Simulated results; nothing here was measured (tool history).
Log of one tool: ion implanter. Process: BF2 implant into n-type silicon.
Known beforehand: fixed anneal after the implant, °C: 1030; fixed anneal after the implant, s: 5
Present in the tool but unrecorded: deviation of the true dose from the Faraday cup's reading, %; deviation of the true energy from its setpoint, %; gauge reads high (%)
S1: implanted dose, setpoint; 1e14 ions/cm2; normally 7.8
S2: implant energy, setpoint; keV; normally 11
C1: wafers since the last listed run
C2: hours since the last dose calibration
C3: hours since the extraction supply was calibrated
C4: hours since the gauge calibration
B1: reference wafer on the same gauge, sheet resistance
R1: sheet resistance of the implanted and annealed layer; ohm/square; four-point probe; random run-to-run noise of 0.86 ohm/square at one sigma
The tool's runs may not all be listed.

| run | hour | S1 | S2 | C1 | C2 | C3 | C4 | B1 | R1 |
|---|---|---|---|---|---|---|---|---|---|
| 1 | 0 | 7.8 | 11 | 0 | 1394.9 | 2402.3 | 1340.7 | 341.71 | 293.64 |
| 2 | 60.3 | 7.8 | 11 | 1066 | 1455.2 | 2462.6 | 1401 | 342.05 | 294.89 |
|  | 91.9 | Faraday cup replaced and dose calibrated |
| 3 | 106.7 | 8.35 | 9 | 678 | 14.8 | 2509 | 1447.4 | 342.28 | 317.09 |
| 4 | 209.2 | 7.8 | 11 | 1812 | 117.3 | 2611.5 | 1549.9 | 341.73 | 299.35 |
|  | 297.9 | gauge calibrated |
| 5 | 307.2 | 7.8 | 11 | 1732 | 215.3 | 2709.5 | 9.3 | 341.66 | 299.1 |
| 6 | 381.2 | 7.8 | 11 | 1308 | 289.3 | 2783.5 | 83.3 | 342.11 | 299.27 |
| 7 | 418 | 7.8 | 11 | 650 | 326.1 | 2820.3 | 120.1 | 341.62 | 298.15 |
| 8 | 456.2 | 7.8 | 11 | 675 | 364.3 | 2858.5 | 158.3 | 341.64 | 298.14 |
| 9 | 525.8 | 7.8 | 11 | 1230 | 433.9 | 2928.1 | 227.9 | 341.79 | 299.36 |
| 10 | 626.8 | 7.8 | 11 | 1785 | 534.9 | 3029.1 | 328.9 | 341.78 | 300.53 |
| 11 | 684.2 | 7.8 | 11 | 1014 | 592.3 | 3086.5 | 386.3 | 342.1 | 298.44 |
| 12 | 749.7 | 7.8 | 10 | 1158 | 657.8 | 3152 | 451.8 | 342.27 | 310.14 |
| 13 | 808.4 | 7.8 | 10 | 1037 | 716.5 | 3210.7 | 510.5 | 342.02 | 310.91 |
| 14 | 896.7 | 6.07 | 11 | 1561 | 804.8 | 3299 | 598.8 | 342.14 | 322.49 |
| 15 | 936.4 | 6.07 | 11 | 701 | 844.5 | 3338.7 | 638.5 | 342.12 | 321.57 |
| 16 | 1002.4 | 9.97 | 13 | 1166 | 910.5 | 3404.7 | 704.5 | 341.68 | 261.84 |
| 17 | 1074.4 | 7.8 | 10 | 1273 | 982.5 | 3476.7 | 776.5 | 341.64 | 309.91 |
| 18 | 1153.3 | 9 | 15 | 1395 | 1061.4 | 3555.6 | 855.4 | 342.16 | 249.86 |
| 19 | 1215.7 | 6.12 | 14.5 | 1103 | 1123.8 | 3618 | 917.8 | 342.02 | 287.7 |
|  | 1270.5 | extraction supply calibrated |
| 20 | 1292 | 6.99 | 9.5 | 1207 | 1200.1 | 21.5 | 994.1 | 341.85 | 324.74 |
| 21 | 1384.5 | 7.8 | 12.5 | 1635 | 1292.6 | 114 | 1086.6 | 341.97 | 281.06 |
| 22 | 1447.4 | 9.28 | 9 | 1112 | 1355.5 | 176.9 | 1149.5 | 342.18 | 307.5 |
| 23 | 1519.5 | 5.79 | 9 | 1274 | 1427.6 | 249 | 1221.6 | 341.73 | 354.84 |
|  | 1532.3 | Faraday cup replaced and dose calibrated |
|  | 1655.8 | gauge calibrated |
| 24 | 1729.1 | 7.8 | 11 | 3564 | 196.8 | 458.6 | 73.3 | 342.15 | 299.87 |
| 25 | 1806.5 | 7.8 | 11 | 1368 | 274.2 | 536 | 150.7 | 341.9 | 299.76 |
| 26 | 1870.6 | 6.62 | 14.5 | 1133 | 338.3 | 600.1 | 214.8 | 341.71 | 282.84 |
| 27 | 1945.8 | 5.87 | 9 | 1329 | 413.5 | 675.3 | 290 | 342.12 | 357.43 |
| 28 | 1991.8 | 6.87 | 13.5 | 813 | 459.5 | 721.3 | 336 | 341.98 | 287.5 |
| 29 | 2052.1 | 6.01 | 7 | 1066 | 519.8 | 781.6 | 396.3 | 341.84 | 393.19 |
| 30 | 2146.3 | 7.8 | 11 | 1665 | 614 | 875.8 | 490.5 | 341.99 | 299.76 |

Below are 5 alternative next runs, each starting from the tool's condition after run 30. Predict each:
| A | 2146.7 | 7.8 | 11 | 7 | 614.4 | 876.2 | 490.9 | ? | ? |
| B | 2146.7 | 8.65 | 9.5 | 7 | 614.4 | 876.2 | 490.9 | ? | ? |
| C | 2146.7 | 9.2 | 8 | 7 | 614.4 | 876.2 | 490.9 | ? | ? |
| D | 2146.7 | 7.14 | 11 | 7 | 614.4 | 876.2 | 490.9 | ? | ? |
| E | 2146.7 | 8.73 | 8.5 | 7 | 614.4 | 876.2 | 490.9 | ? | ? |

| run | B1 | R1 |
|---|---|---|
| A | 342.19 | 298.98 |
| B | 342.19 | 308.24 |
| C | 342.19 | 324.26 |
| D | 342.19 | 307.36 |
| E | 342.19 | 321.31 |
Without the tool's unlogged condition, the same runs would have read:
| run | R1 |
|---|---|
| A | 300.11 |
| B | 309.31 |
| C | 325.36 |
| D | 308.64 |
| E | 322.44 |
